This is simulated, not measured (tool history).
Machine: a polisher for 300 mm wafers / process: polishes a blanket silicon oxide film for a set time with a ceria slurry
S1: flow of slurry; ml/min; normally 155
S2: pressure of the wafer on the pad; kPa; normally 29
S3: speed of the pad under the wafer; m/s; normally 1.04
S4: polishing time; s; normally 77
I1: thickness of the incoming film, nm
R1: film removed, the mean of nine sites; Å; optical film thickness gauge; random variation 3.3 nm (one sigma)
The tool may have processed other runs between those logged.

{"run": 1, "hour": 0.0, "S1": 195, "S2": 29, "S3": 1.04, "S4": 58, "I1": 1674.8, "R1": 2953}
{"run": 2, "hour": 23.5, "S1": 195, "S2": 29, "S3": 1.04, "S4": 58, "I1": 1691.1, "R1": 2839}
{"run": 3, "hour": 48.3, "S1": 145, "S2": 29, "S3": 1.04, "S4": 77, "I1": 1687.7, "R1": 3410}
{"run": 4, "hour": 61.9, "S1": 145, "S2": 29, "S3": 1.04, "S4": 77, "I1": 1697.6, "R1": 3428}
{"run": 5, "hour": 76.3, "S1": 125, "S2": 29, "S3": 1.04, "S4": 77, "I1": 1704.7, "R1": 3204}
{"run": 6, "hour": 84.1, "S1": 155, "S2": 29, "S3": 1.04, "S4": 77, "I1": 1672.8, "R1": 3431}
{"run": 7, "hour": 94.9, "S1": 155, "S2": 29, "S3": 1.04, "S4": 77, "I1": 1693.3, "R1": 3396}
{"run": 8, "hour": 110.9, "S1": 155, "S2": 29, "S3": 1.04, "S4": 77, "I1": 1694, "R1": 3322}
{"run": 9, "hour": 123.8, "S1": 155, "S2": 36.5, "S3": 1.04, "S4": 77, "I1": 1669.8, "R1": 4148}
{"hour": 140.7, "done": "worn pad replaced by a new one"}
{"run": 10, "hour": 141.2, "S1": 155, "S2": 36.5, "S3": 1.04, "S4": 77, "I1": 1713.3, "R1": 4558}
{"run": 11, "hour": 156.4, "S1": 175, "S2": 29, "S3": 1.04, "S4": 77, "I1": 1699.6, "R1": 3691}
{"hour": 161.2, "done": "slurry nozzle cleaned"}
{"hour": 166.4, "done": "head pressure recalibrated"}
{"run": 12, "hour": 169.3, "S1": 175, "S2": 29, "S3": 1.04, "S4": 77, "I1": 1685, "R1": 3869}
{"run": 13, "hour": 182.5, "S1": 175, "S2": 29, "S3": 1.04, "S4": 77, "I1": 1680.9, "R1": 3783}
{"run": 14, "hour": 190.8, "S1": 155, "S2": 38.6, "S3": 0.94, "S4": 77, "I1": 1688.3, "R1": 4361}
{"run": 15, "hour": 201.6, "S1": 155, "S2": 29, "S3": 1.04, "S4": 77, "I1": 1696.8, "R1": 3654}
{"run": 16, "hour": 209.6, "S1": 155, "S2": 29, "S3": 1.04, "S4": 59, "I1": 1691.5, "R1": 2728}
{"run": 17, "hour": 220.9, "S1": 155, "S2": 19.3, "S3": 1.04, "S4": 77, "I1": 1691.1, "R1": 2473}
{"run": 18, "hour": 227.7, "S1": 100, "S2": 29, "S3": 1.04, "S4": 86, "I1": 1725.7, "R1": 3432}
{"run": 19, "hour": 239.7, "S1": 155, "S2": 29, "S3": 1.04, "S4": 77, "I1": 1715.5, "R1": 3514}
{"run": 20, "hour": 250.1, "S1": 200, "S2": 32.4, "S3": 0.88, "S4": 77, "I1": 1660, "R1": 3444}
{"run": 21, "hour": 263.6, "S1": 155, "S2": 37.2, "S3": 0.7, "S4": 77, "I1": 1680.1, "R1": 2908}
{"hour": 275.3, "done": "worn pad replaced by a new one"}
{"run": 22, "hour": 277.5, "S1": 130, "S2": 29, "S3": 0.88, "S4": 77, "I1": 1705.3, "R1": 3008}
{"run": 23, "hour": 292.2, "S1": 155, "S2": 37.2, "S3": 1.04, "S4": 57, "I1": 1701.2, "R1": 3374}
{"run": 24, "hour": 298.7, "S1": 155, "S2": 36.5, "S3": 1.04, "S4": 77, "I1": 1669.8, "R1": 4402}
{"run": 25, "hour": 307.4, "S1": 145, "S2": 29, "S3": 1.04, "S4": 77, "I1": 1703.4, "R1": 3492}
{"run": 26, "hour": 321.1, "S1": 155, "S2": 29, "S3": 1.28, "S4": 77, "I1": 1665.8, "R1": 4239}
{"run": 27, "hour": 327.8, "S1": 155, "S2": 29, "S3": 1.04, "S4": 55, "I1": 1701.6, "R1": 2483}
{"run": 28, "hour": 344.2, "S1": 105, "S2": 35.2, "S3": 0.68, "S4": 53, "I1": 1671.7, "R1": 1634}
{"run": 29, "hour": 352.8, "S1": 155, "S2": 29, "S3": 1.14, "S4": 77, "I1": 1670.8, "R1": 3715}
{"hour": 355.7, "done": "slurry nozzle cleaned"}
{"run": 30, "hour": 369.4, "S1": 155, "S2": 29, "S3": 1.04, "S4": 77, "I1": 1713.7, "R1": 3585}
{"run": 31, "hour": 385.4, "S1": 130, "S2": 29, "S3": 0.94, "S4": 84, "I1": 1673.7, "R1": 3342}
{"hour": 415.8, "done": "worn pad replaced by a new one"}
{"run": 32, "hour": 426.1, "S1": 105, "S2": 21.4, "S3": 0.78, "S4": 58, "I1": 1664.8, "R1": 1410}
{"run": 33, "hour": 435.5, "S1": 155, "S2": 29, "S3": 1.04, "S4": 77, "I1": 1707.8, "R1": 3631}
{"run": 34, "hour": 442.9, "S1": 180, "S2": 29, "S3": 1.2, "S4": 77, "I1": 1717.9, "R1": 4244}
{"run": 35, "hour": 449.4, "S1": 155, "S2": 29, "S3": 1.04, "S4": 77, "I1": 1683.5, "R1": 3604}
{"run": 36, "hour": 467.0, "S1": 155, "S2": 24.1, "S3": 1.04, "S4": 77, "I1": 1665, "R1": 2986}
{"run": 37, "hour": 480.4, "S1": 120, "S2": 20, "S3": 1.24, "S4": 102, "I1": 1681.9, "R1": 3580}

4 ways to go on from here, each from the tool as it stands after run 37. What would each give?
{"run": "A", "hour": 480.8, "S1": 155, "S2": 29, "S3": 1.2, "S4": 77, "I1": 1679.9, "R1": "?"}
{"run": "B", "hour": 480.8, "S1": 175, "S2": 29, "S3": 1.34, "S4": 77, "I1": 1679.9, "R1": "?"}
{"run": "C", "hour": 480.8, "S1": 155, "S2": 38.6, "S3": 1.04, "S4": 91, "I1": 1679.9, "R1": "?"}
{"run": "D", "hour": 480.8, "S1": 155, "S2": 29, "S3": 0.7, "S4": 77, "I1": 1679.9, "R1": "?"}

run=A R1=4005
run=B R1=4601
run=C R1=5370
run=D R1=2336
Without the tool's hidden state the same runs would have given:
run=A R1=4600
run=B R1=5246
run=C R1=6167
run=D R1=2683
